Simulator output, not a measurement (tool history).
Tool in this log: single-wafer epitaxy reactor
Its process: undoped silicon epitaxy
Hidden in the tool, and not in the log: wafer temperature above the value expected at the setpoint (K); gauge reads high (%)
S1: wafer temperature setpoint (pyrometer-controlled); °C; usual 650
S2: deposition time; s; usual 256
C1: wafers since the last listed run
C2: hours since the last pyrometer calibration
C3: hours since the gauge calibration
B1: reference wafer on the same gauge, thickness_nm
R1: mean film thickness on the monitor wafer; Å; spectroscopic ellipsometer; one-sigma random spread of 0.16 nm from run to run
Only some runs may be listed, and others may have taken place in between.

run,hour,S1,S2,C1,C2,C3,B1,R1
1,0,650,256,0,1662.1,223.7,36.72,484.35
2,106.9,650,256,634,1769,330.6,36.672,484.98
3,122.9,650,256,94,1785,346.6,36.685,484.82
4,169,650,256,273,1831.1,392.7,36.72,484.17
5,188.8,660,224,117,1850.9,412.5,36.7,543.59
6,214.7,660,224,153,1876.8,438.4,36.648,541.14
7,245,660,224,179,1907.1,468.7,36.672,541.1
8,278.4,650,238,198,1940.5,502.1,36.706,454.01
9,308.5,650,238,178,1970.6,532.2,36.658,455.63
10,321.2,650,256,75,1983.3,544.9,36.691,491.88
11,338.3,638,256,101,2000.4,562,36.658,361.76
# hour 346.9: gauge calibrated
12,350.7,638,256,73,2012.8,3.8,36.678,363.9
13,383.5,654,291,194,2045.6,36.6,36.719,614.43
14,417.9,641,276,204,2080,71,36.699,421.78
15,432.7,658,290,87,2094.8,85.8,36.698,679
16,468.3,638,227,211,2130.4,121.4,36.685,324.14
# hour 488.9: pyrometer calibrated
17,503.5,661,306,161,14.6,156.6,36.721,686.27
18,520.2,638,236,99,31.3,173.3,36.705,298.57
19,543.4,650,256,137,54.5,196.5,36.726,433.9
20,568.1,659,280,146,79.2,221.2,36.744,594.26
21,593.4,661,282,150,104.5,246.5,36.732,631.02
22,610.7,650,256,102,121.8,263.8,36.711,440.27
23,638.8,641,256,166,149.9,291.9,36.667,350.66

Here are 4 independent what-if runs from the current tool condition. What would each one return?
A,639.3,650,289,2,150.4,292.4,?,?
B,639.3,636,223,2,150.4,292.4,?,?
C,639.3,646,215,2,150.4,292.4,?,?
D,639.3,654,241,2,150.4,292.4,?,?

run,B1,R1
A,36.689,495.49
B,36.689,268.4
C,36.689,333.59
D,36.689,456.12
What these runs would have given with no unlogged condition in the tool:
run,R1
A,494.85
B,268.04
C,333.16
D,455.54
